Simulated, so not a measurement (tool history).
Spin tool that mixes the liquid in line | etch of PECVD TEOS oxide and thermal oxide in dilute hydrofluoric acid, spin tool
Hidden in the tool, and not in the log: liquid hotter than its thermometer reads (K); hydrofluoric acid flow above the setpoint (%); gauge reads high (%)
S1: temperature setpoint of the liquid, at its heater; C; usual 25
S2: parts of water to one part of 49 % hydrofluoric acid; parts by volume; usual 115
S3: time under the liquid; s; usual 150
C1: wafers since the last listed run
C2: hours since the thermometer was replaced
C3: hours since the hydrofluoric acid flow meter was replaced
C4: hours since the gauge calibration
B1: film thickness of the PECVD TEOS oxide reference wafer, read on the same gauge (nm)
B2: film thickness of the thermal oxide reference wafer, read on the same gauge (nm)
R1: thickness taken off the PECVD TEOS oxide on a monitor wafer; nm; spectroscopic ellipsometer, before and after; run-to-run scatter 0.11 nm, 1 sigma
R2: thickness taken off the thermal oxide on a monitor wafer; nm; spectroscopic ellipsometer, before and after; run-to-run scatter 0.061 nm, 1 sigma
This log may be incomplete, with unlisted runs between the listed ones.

run 1 hour=0 | S1=25 S2=115 S3=90 | C1=0 C2=505.5 C3=1961.4 C4=518.3 | B1=110.01 B2=70 | R1=20.86 R2=4.11
run 2 hour=55.3 | S1=25 S2=115 S3=90 | C1=407 C2=560.8 C3=2016.7 C4=573.6 | B1=109.97 B2=70.01 | R1=20.93 R2=4.08
run 3 hour=83.7 | S1=25 S2=115 S3=220 | C1=209 C2=589.2 C3=2045.1 C4=602 | B1=109.97 B2=70.03 | R1=51.02 R2=10.08
run 4 hour=117.1 | S1=25 S2=115 S3=150 | C1=246 C2=622.6 C3=2078.5 C4=635.4 | B1=110 B2=70.01 | R1=34.88 R2=6.9
run 5 hour=143.9 | S1=28 S2=115 S3=150 | C1=197 C2=649.4 C3=2105.3 C4=662.2 | B1=109.99 B2=70.02 | R1=39.03 R2=7.66
run 6 hour=168.8 | S1=25 S2=115 S3=150 | C1=183 C2=674.3 C3=2130.2 C4=687.1 | B1=109.97 B2=69.97 | R1=34.96 R2=6.93
run 7 hour=193.8 | S1=25 S2=115 S3=220 | C1=184 C2=699.3 C3=2155.2 C4=712.1 | B1=110 B2=70.02 | R1=51.41 R2=10.09
run 8 hour=217.8 | S1=25 S2=115 S3=150 | C1=176 C2=723.3 C3=2179.2 C4=736.1 | B1=110 B2=70 | R1=35.26 R2=6.95
run 9 hour=288 | S1=25 S2=115 S3=150 | C1=517 C2=793.5 C3=2249.4 C4=806.3 | B1=110 B2=70.03 | R1=35.24 R2=6.72
run 10 hour=321.5 | S1=25 S2=85 S3=195 | C1=246 C2=827 C3=2282.9 C4=839.8 | B1=110.01 B2=70.03 | R1=64.35 R2=12.62
run 11 hour=357.4 | S1=23 S2=115 S3=150 | C1=264 C2=862.9 C3=2318.8 C4=875.7 | B1=109.98 B2=69.99 | R1=32.55 R2=6.38
-- hour=376 gauge calibrated
run 12 hour=385.5 | S1=20.5 S2=165 S3=175 | C1=206 C2=891 C3=2346.9 C4=9.5 | B1=110.02 B2=70.02 | R1=22.83 R2=4.39
run 13 hour=397.7 | S1=29.5 S2=170 S3=205 | C1=89 C2=903.2 C3=2359.1 C4=21.7 | B1=110.01 B2=70.02 | R1=36.03 R2=7.04
-- hour=404.5 thermometer replaced
run 14 hour=428.3 | S1=25 S2=115 S3=150 | C1=218 C2=23.8 C3=2389.7 C4=52.3 | B1=109.99 B2=70.03 | R1=34.12 R2=6.62
-- hour=437.3 hydrofluoric acid flow meter replaced
run 15 hour=486.6 | S1=21.5 S2=155 S3=95 | C1=422 C2=82.1 C3=49.3 C4=110.6 | B1=109.97 B2=69.97 | R1=13.33 R2=2.62
run 16 hour=509 | S1=25 S2=115 S3=100 | C1=164 C2=104.5 C3=71.7 C4=133 | B1=110.01 B2=70 | R1=22.73 R2=4.46
run 17 hour=543.6 | S1=25 S2=115 S3=80 | C1=254 C2=139.1 C3=106.3 C4=167.6 | B1=109.97 B2=69.99 | R1=18.26 R2=3.64
run 18 hour=576.5 | S1=25 S2=85 S3=195 | C1=242 C2=172 C3=139.2 C4=200.5 | B1=109.99 B2=69.95 | R1=62.59 R2=12.08
run 19 hour=608.7 | S1=23 S2=75 S3=150 | C1=237 C2=204.2 C3=171.4 C4=232.7 | B1=109.99 B2=69.98 | R1=51.14 R2=10.09
run 20 hour=622.3 | S1=26.5 S2=170 S3=60 | C1=100 C2=217.8 C3=185 C4=246.3 | B1=110.01 B2=69.97 | R1=9.2 R2=1.81
run 21 hour=648.9 | S1=25 S2=65 S3=150 | C1=195 C2=244.4 C3=211.6 C4=272.9 | B1=109.97 B2=70 | R1=64.62 R2=12.65
run 22 hour=678.6 | S1=25 S2=115 S3=230 | C1=218 C2=274.1 C3=241.3 C4=302.6 | B1=109.99 B2=69.99 | R1=53.01 R2=10.26
run 23 hour=713.3 | S1=25 S2=115 S3=150 | C1=255 C2=308.8 C3=276 C4=337.3 | B1=109.99 B2=70.01 | R1=34.36 R2=6.72
run 24 hour=738.9 | S1=22 S2=115 S3=215 | C1=188 C2=334.4 C3=301.6 C4=362.9 | B1=110.01 B2=70.04 | R1=43.8 R2=8.64
run 25 hour=764.1 | S1=20 S2=115 S3=190 | C1=185 C2=359.6 C3=326.8 C4=388.1 | B1=109.99 B2=69.98 | R1=36.13 R2=7

5 ways to go on from here, each from the tool as it stands after run 25. What would each give?
run A hour=764.6 | S1=25 S2=100 S3=150 | C1=3 C2=360.1 C3=327.3 C4=388.6 | B1=? B2=? | R1=? R2=?
run B hour=764.6 | S1=25 S2=95 S3=235 | C1=3 C2=360.1 C3=327.3 C4=388.6 | B1=? B2=? | R1=? R2=?
run C hour=764.6 | S1=27 S2=65 S3=240 | C1=3 C2=360.1 C3=327.3 C4=388.6 | B1=? B2=? | R1=? R2=?
run D hour=764.6 | S1=29 S2=155 S3=215 | C1=3 C2=360.1 C3=327.3 C4=388.6 | B1=? B2=? | R1=? R2=?
run E hour=764.6 | S1=22 S2=75 S3=65 | C1=3 C2=360.1 C3=327.3 C4=388.6 | B1=? B2=? | R1=? R2=?

run=A B1=110 B2=69.96 R1=40.17 R2=7.77
run=B B1=110 B2=69.96 R1=66.68 R2=12.9
run=C B1=110 B2=69.96 R1=112.1 R2=21.69
run=D B1=110 B2=69.96 R1=40.25 R2=7.79
run=E B1=110 B2=69.96 R1=21.24 R2=4.11
The same runs, with their run-to-run variation unchanged, on a tool lacking any hidden condition would have given:
run=A R1=39.58 R2=7.66
run=B R1=65.69 R2=12.71
run=C R1=110.43 R2=21.36
run=D R1=39.7 R2=7.68
run=E R1=20.91 R2=4.04
